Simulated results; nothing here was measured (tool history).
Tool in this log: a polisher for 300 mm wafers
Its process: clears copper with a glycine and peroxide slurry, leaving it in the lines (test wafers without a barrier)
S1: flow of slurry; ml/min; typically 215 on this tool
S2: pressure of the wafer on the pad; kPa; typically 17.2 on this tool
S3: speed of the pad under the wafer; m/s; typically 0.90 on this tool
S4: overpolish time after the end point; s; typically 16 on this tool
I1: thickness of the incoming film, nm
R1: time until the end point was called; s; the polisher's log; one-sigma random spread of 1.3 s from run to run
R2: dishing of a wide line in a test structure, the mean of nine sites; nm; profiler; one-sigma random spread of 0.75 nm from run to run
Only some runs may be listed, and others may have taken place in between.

run     day   S1    S2    S3  S4     I1     R1    R2
  1   0.000  275  17.2  0.90  16  631.0  115.3  39.4
      0.288  -- worn pad replaced by a new one
  2   0.321  275  17.2  0.90  16  638.1  116.1  39.7
  3   0.904  195  17.2  0.90  16  641.0  122.4  39.1
  4   1.608  195  17.2  0.90  16  649.3  124.4  39.5
  5   2.100  195  17.2  0.90  16  632.4  123.2  39.5
  6   2.446  215  17.2  0.90  16  645.7  123.4  39.7
  7   2.704  215  17.2  0.90  16  632.5  120.3  38.4
  8   3.379  215  17.2  0.90  16  627.2  120.9  39.4
  9   3.896  215  17.2  0.90  16  636.7  122.8  38.7
      4.404  -- worn pad replaced by a new one
 10   6.104  215  17.2  0.90  16  628.5  119.7  40.1
 11   6.558  215  17.2  0.90  16  629.9  121.8  38.6
      6.988  -- slurry nozzle cleaned
 12   7.271  215  17.2  0.90  16  646.3  115.4  40.6
      9.142  -- worn pad replaced by a new one
 13   9.162  215  17.2  0.90  16  647.0  116.7  41.0
 14   9.604  215  17.2  1.08  10  638.2  107.2  30.6
     10.000  -- head pressure recalibrated
 15  10.300  215  17.2  1.08  10  643.6  106.4  31.6
 16  10.867  215  17.2  0.90  16  627.7  114.6  40.9
 17  11.362  170  11.7  0.64  24  638.2  189.4  38.0
 18  12.108  215  19.3  1.22  16  651.8   92.8  45.6
 19  12.404  285  20.7  1.06  23  638.3   89.6  54.4
 20  12.996  285  20.7  1.06  23  634.1   89.8  54.9
 21  13.625  185  11.0  0.90  16  646.6  171.8  31.4
     13.938  -- worn pad replaced by a new one
 22  13.958  215  17.2  0.90  16  646.1  122.2  40.5
 23  14.546  250  17.2  0.60  16  641.4  141.9  35.9
 24  15.046  215  11.7  0.90  16  639.9  162.3  32.8
 25  15.783  215  17.2  0.90  16  641.7  122.0  41.2
 26  16.429  195  21.4  1.02  16  636.5   94.3  45.3
 27  16.700  185  17.2  1.10  10  635.0  107.5  30.4
 28  17.217  215  17.2  0.90  16  636.4  119.3  39.7
     18.229  -- worn pad replaced by a new one
 29  18.783  250  17.2  0.90  16  646.2  120.3  41.3
 30  19.467  215  17.2  0.90  16  645.1  119.7  40.0
 31  19.938  175  19.3  1.08  16  642.2  102.3  42.9
 32  21.933  145  13.1  1.20  10  648.8  140.0  26.2

Here are 5 independent what-if runs from the current tool condition. What would each one return?
  A  21.954  215  17.2  0.90  11  631.5   ?   ?
  B  21.954  280  17.2  1.18  12  631.5   ?   ?
  C  21.954  215  13.1  0.90  16  631.5   ?   ?
  D  21.954  160  17.2  0.90  20  631.5   ?   ?
  E  21.954  215  17.2  1.20   7  631.5   ?   ?

run     R1    R2
  A  122.9  30.5
  B  101.6  36.5
  C  151.8  34.1
  D  128.8  43.4
  E  104.2  24.5
Take away the tool's hidden state, keep each run's random variation, and the runs would have read:
run     R1    R2
  A  116.1  31.8
  B   97.0  37.6
  C  143.4  35.4
  D  120.0  45.1
  E   98.4  25.6

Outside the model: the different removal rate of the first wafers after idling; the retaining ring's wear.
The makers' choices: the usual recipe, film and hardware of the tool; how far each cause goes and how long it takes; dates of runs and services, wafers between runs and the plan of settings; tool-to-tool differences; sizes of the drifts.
